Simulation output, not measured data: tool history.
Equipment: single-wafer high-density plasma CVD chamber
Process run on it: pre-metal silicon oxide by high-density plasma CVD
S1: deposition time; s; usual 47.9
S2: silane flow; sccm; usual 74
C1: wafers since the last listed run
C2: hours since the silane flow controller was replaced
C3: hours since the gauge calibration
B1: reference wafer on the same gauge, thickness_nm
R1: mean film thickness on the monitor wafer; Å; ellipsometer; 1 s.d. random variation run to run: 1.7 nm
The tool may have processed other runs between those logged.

run 1 hour=0 | S1=44.5 S2=74 | C1=0 C2=3121.3 C3=118.6 | B1=375.785 | R1=3373.09
run 2 hour=8.5 | S1=47.9 S2=74 | C1=205 C2=3129.8 C3=127.1 | B1=375.953 | R1=3640.59
run 3 hour=17 | S1=47.9 S2=74 | C1=205 C2=3138.3 C3=135.6 | B1=375.899 | R1=3655.9
run 4 hour=33.4 | S1=47.9 S2=74 | C1=396 C2=3154.7 C3=152 | B1=376.232 | R1=3643.41
run 5 hour=43.4 | S1=47.9 S2=74 | C1=242 C2=3164.7 C3=162 | B1=376.019 | R1=3674.35
-- hour=54.4 gauge calibrated
run 6 hour=56.9 | S1=47.9 S2=74 | C1=326 C2=3178.2 C3=2.5 | B1=376.519 | R1=3654.34
run 7 hour=71.8 | S1=47.9 S2=74 | C1=360 C2=3193.1 C3=17.4 | B1=376.151 | R1=3620.23
run 8 hour=89.2 | S1=47.9 S2=74 | C1=421 C2=3210.5 C3=34.8 | B1=376.1 | R1=3662.93
run 9 hour=102.1 | S1=47.9 S2=74 | C1=312 C2=3223.4 C3=47.7 | B1=376.496 | R1=3641.53
run 10 hour=108.9 | S1=47.9 S2=81 | C1=164 C2=3230.2 C3=54.5 | B1=375.539 | R1=3981.79
run 11 hour=123.2 | S1=47.9 S2=81 | C1=346 C2=3244.5 C3=68.8 | B1=376.388 | R1=3996.72
run 12 hour=132.6 | S1=47.9 S2=81 | C1=227 C2=3253.9 C3=78.2 | B1=375.459 | R1=3973.1
run 13 hour=143 | S1=47.9 S2=74 | C1=251 C2=3264.3 C3=88.6 | B1=376.505 | R1=3632.55
run 14 hour=156.5 | S1=47.9 S2=74 | C1=326 C2=3277.8 C3=102.1 | B1=375.54 | R1=3654.36
run 15 hour=166.2 | S1=47.9 S2=74 | C1=234 C2=3287.5 C3=111.8 | B1=375.697 | R1=3658.29
run 16 hour=181.6 | S1=47.9 S2=74 | C1=372 C2=3302.9 C3=127.2 | B1=376.215 | R1=3628.52
run 17 hour=190.4 | S1=50.3 S2=61 | C1=213 C2=3311.7 C3=136 | B1=375.887 | R1=3133.56
run 18 hour=202.7 | S1=43.2 S2=88 | C1=297 C2=3324 C3=148.3 | B1=376.174 | R1=3915.77
run 19 hour=213.4 | S1=40.1 S2=67 | C1=259 C2=3334.7 C3=159 | B1=376.234 | R1=2773.84
run 20 hour=221.5 | S1=55.7 S2=85 | C1=196 C2=3342.8 C3=167.1 | B1=375.985 | R1=4888.61
run 21 hour=231.4 | S1=47.9 S2=80 | C1=239 C2=3352.7 C3=177 | B1=376.192 | R1=3928.52
-- hour=246.2 silane flow controller replaced
run 22 hour=246.7 | S1=39.1 S2=63 | C1=176 C2=0.5 C3=192.3 | B1=376.263 | R1=2529.67
run 23 hour=255.4 | S1=47.9 S2=74 | C1=210 C2=9.2 C3=201 | B1=375.732 | R1=3651.93
-- hour=258.5 gauge calibrated
run 24 hour=262.8 | S1=55.9 S2=83 | C1=179 C2=16.6 C3=4.3 | B1=376.138 | R1=4762.08
run 25 hour=275.4 | S1=43.9 S2=81 | C1=305 C2=29.2 C3=16.9 | B1=375.863 | R1=3690.73
run 26 hour=291.1 | S1=55.8 S2=78 | C1=380 C2=44.9 C3=32.6 | B1=376.268 | R1=4469.27
run 27 hour=301.1 | S1=43.1 S2=67 | C1=242 C2=54.9 C3=42.6 | B1=375.802 | R1=2962.9
run 28 hour=309.6 | S1=52.7 S2=85 | C1=205 C2=63.4 C3=51.1 | B1=375.965 | R1=4586.9
run 29 hour=320.8 | S1=47.9 S2=74 | C1=271 C2=74.6 C3=62.3 | B1=375.719 | R1=3652.32
run 30 hour=337.5 | S1=47.9 S2=74 | C1=404 C2=91.3 C3=79 | B1=375.319 | R1=3661.65

Here are 3 independent what-if runs from the current tool condition. What would each one return?
run A hour=337.9 | S1=47.9 S2=79 | C1=9 C2=91.7 C3=79.4 | B1=? | R1=?
run B hour=337.9 | S1=53.9 S2=70 | C1=9 C2=91.7 C3=79.4 | B1=? | R1=?
run C hour=337.9 | S1=47.9 S2=60 | C1=9 C2=91.7 C3=79.4 | B1=? | R1=?

run=A B1=376.377 R1=3867.17
run=B B1=376.377 R1=3855.83
run=C B1=376.377 R1=2937.09
Without the tool's unlogged condition, the same runs would have read:
run=A R1=3867.17
run=B R1=3855.83
run=C R1=2937.09
